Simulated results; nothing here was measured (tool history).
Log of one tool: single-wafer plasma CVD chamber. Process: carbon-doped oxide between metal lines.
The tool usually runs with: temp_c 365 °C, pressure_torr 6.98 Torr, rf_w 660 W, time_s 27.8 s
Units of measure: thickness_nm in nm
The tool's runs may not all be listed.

run,hour,temp_c,pressure_torr,rf_w,time_s,"read-back reference wafer on the same gauge, thickness_nm",thickness_nm
1,0,365,6.98,660,24.2,166.928,137.834
2,53.8,365,6.98,660,24.2,167.018,137.943
# hour 92.4: RF generator calibrated
3,98.5,365,5.72,660,27.8,167.236,163.754
4,180.4,376,6.98,660,27.8,167.161,160.843
5,244.2,365,8.18,660,27.8,167.066,167.197
6,294.3,377,8.06,660,27.8,167.279,162.839
7,337.7,365,6.98,660,27.8,167.226,164.38
8,401.8,375,6.4,660,27.8,166.866,158.742
9,425.8,365,6.12,660,27.8,166.791,163.576
# hour 457.7: showerhead replaced, of another model than before
10,491.4,365,6.98,660,27.8,166.976,164.92
# hour 540.5: gauge calibrated
11,541.8,365,6.98,530,23.7,166.741,124.189
12,588.5,365,6.98,660,27.8,167.238,165.316
13,649.2,357,6.05,585,27.8,166.846,154.802
# hour 684: thermocouple changed; heater temperature recalibrated
14,710.5,365,6.98,660,27.8,167.121,163.785
15,762.3,365,6.98,660,27.8,166.96,166.205
16,809.4,365,6.98,660,27.8,166.935,165.249
17,860.2,374,8.08,540,24.6,166.778,129.95
18,910,365,6.98,760,31.4,166.965,197.354
19,959.7,365,6.98,660,27.8,166.823,163.665
20,1011.7,365,8.39,660,27.8,167.211,165.769
21,1053.3,365,6.98,660,27.8,167.172,163.8
# hour 1093.3: capacitance manometer re-zeroed and calibrated
22,1101.2,365,6.53,545,22.8,166.909,119.852
23,1146.2,352,6.98,695,27.8,167.082,172.748
# hour 1167.8: RF generator calibrated
24,1201.7,356,6.98,660,30.3,166.934,185.482
25,1231.2,365,7.83,760,24,167.102,156.64
26,1268.8,365,6.98,660,27.8,167.091,164.867
27,1323.5,377,8.62,660,27.8,166.576,160.452

5 ways to go on from here, each from the tool as it stands after run 27. What would each give?
A,1323.9,365,6.98,660,27.8,?,?
B,1323.9,377,6.98,660,27.8,?,?
C,1323.9,377,8.68,610,31.9,?,?
D,1323.9,358,7.42,625,27.8,?,?
E,1323.9,375,6.98,660,27.8,?,?

run,"read-back reference wafer on the same gauge, thickness_nm",thickness_nm
A,167.456,164.798
B,167.456,159.759
C,167.456,177.92
D,167.456,163.951
E,167.456,160.55
Take away the tool's hidden state, keep each run's random variation, and the runs would have read:
run,thickness_nm
A,165.312
B,160.258
C,178.488
D,164.473
E,161.051
